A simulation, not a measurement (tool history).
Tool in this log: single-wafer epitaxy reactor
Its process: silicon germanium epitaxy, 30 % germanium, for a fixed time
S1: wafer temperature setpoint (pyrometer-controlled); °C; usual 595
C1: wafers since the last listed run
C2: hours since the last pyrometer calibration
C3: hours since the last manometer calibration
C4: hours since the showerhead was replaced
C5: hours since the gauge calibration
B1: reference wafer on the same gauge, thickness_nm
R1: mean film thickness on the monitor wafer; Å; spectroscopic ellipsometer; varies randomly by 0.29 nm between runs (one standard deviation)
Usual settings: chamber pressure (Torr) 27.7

Run 1, hour 0: usual settings; C1 0; C2 1084.8; C3 1059; C4 4789.4; C5 140.5; B1 52.511. Result: R1 729.25 Å.
At hour 0.2: gauge calibrated.
Run 2, hour 44.7: usual settings; C1 565; C2 1129.5; C3 1103.7; C4 4834.1; C5 44.5; B1 52.375. Result: R1 733.41 Å.
Run 3, hour 51.6: usual settings; C1 87; C2 1136.4; C3 1110.6; C4 4841; C5 51.4; B1 52.337. Result: R1 738.17 Å.
Run 4, hour 62.1: usual settings; C1 132; C2 1146.9; C3 1121.1; C4 4851.5; C5 61.9; B1 52.376. Result: R1 741.61 Å.
Run 5, hour 74.4: usual settings; C1 155; C2 1159.2; C3 1133.4; C4 4863.8; C5 74.2; B1 52.41. Result: R1 741 Å.
Run 6, hour 87.8: usual settings; C1 169; C2 1172.6; C3 1146.8; C4 4877.2; C5 87.6; B1 52.361. Result: R1 735.16 Å.
At hour 99.4: pyrometer calibrated.
Run 7, hour 99.9: usual settings; C1 51; C2 0.5; C3 1158.9; C4 4889.3; C5 99.7; B1 52.45. Result: R1 659.45 Å.
Run 8, hour 104: usual settings; C1 51; C2 4.6; C3 1163; C4 4893.4; C5 103.8; B1 52.428. Result: R1 663.16 Å.
At hour 114.2: capacitance manometer re-zeroed and calibrated.
Run 9, hour 114.7: usual settings but S1 580 °C, chamber pressure (Torr) 23.2; C1 34; C2 15.3; C3 0.5; C4 4904.1; C5 114.5; B1 52.438. Result: R1 424.62 Å.
Run 10, hour 124.5: usual settings but S1 585 °C, chamber pressure (Torr) 33.2; C1 123; C2 25.1; C3 10.3; C4 4913.9; C5 124.3; B1 52.423. Result: R1 600.71 Å.
At hour 138.2: showerhead replaced.
Run 11, hour 138.7: usual settings but S1 600 °C, chamber pressure (Torr) 30.1; C1 78; C2 39.3; C3 24.5; C4 0.5; C5 138.5; B1 52.301. Result: R1 778.12 Å.
At hour 144.2: gauge calibrated.
Run 12, hour 149.2: usual settings; C1 132; C2 49.8; C3 35; C4 11; C5 5; B1 52.364. Result: R1 663.25 Å.
Run 13, hour 167.1: usual settings but S1 591 °C, chamber pressure (Torr) 25.3; C1 226; C2 67.7; C3 52.9; C4 28.9; C5 22.9; B1 52.363. Result: R1 577.13 Å.
Run 14, hour 184.5: usual settings; C1 219; C2 85.1; C3 70.3; C4 46.3; C5 40.3; B1 52.386. Result: R1 665.61 Å.
Run 15, hour 191.7: usual settings but chamber pressure (Torr) 23.9; C1 91; C2 92.3; C3 77.5; C4 53.5; C5 47.5; B1 52.409. Result: R1 600.49 Å.
Run 16, hour 202.6: usual settings but S1 586 °C, chamber pressure (Torr) 30.8; C1 137; C2 103.2; C3 88.4; C4 64.4; C5 58.4; B1 52.345. Result: R1 595.69 Å.

3 ways to go on from here, each from the tool as it stands after run 16. What would each give?
Run A, hour 203: usual settings but chamber pressure (Torr) 30.8; C1 5; C2 103.6; C3 88.8; C4 64.8; C5 58.8; B1 ?. Result: R1 ?.
Run B, hour 203: usual settings but S1 589 °C, chamber pressure (Torr) 24.4; C1 5; C2 103.6; C3 88.8; C4 64.8; C5 58.8; B1 ?. Result: R1 ?.
Run C, hour 203: usual settings but S1 603 °C, chamber pressure (Torr) 24.4; C1 5; C2 103.6; C3 88.8; C4 64.8; C5 58.8; B1 ?. Result: R1 ?.

run      B1      R1
  A  52.428  709.46
  B  52.428  535.84
  C  52.428  709.78
Stripped of hidden state, with their random variation kept, the same runs would have yielded:
run      R1
  A  687.67
  B  519.14
  C   688.4
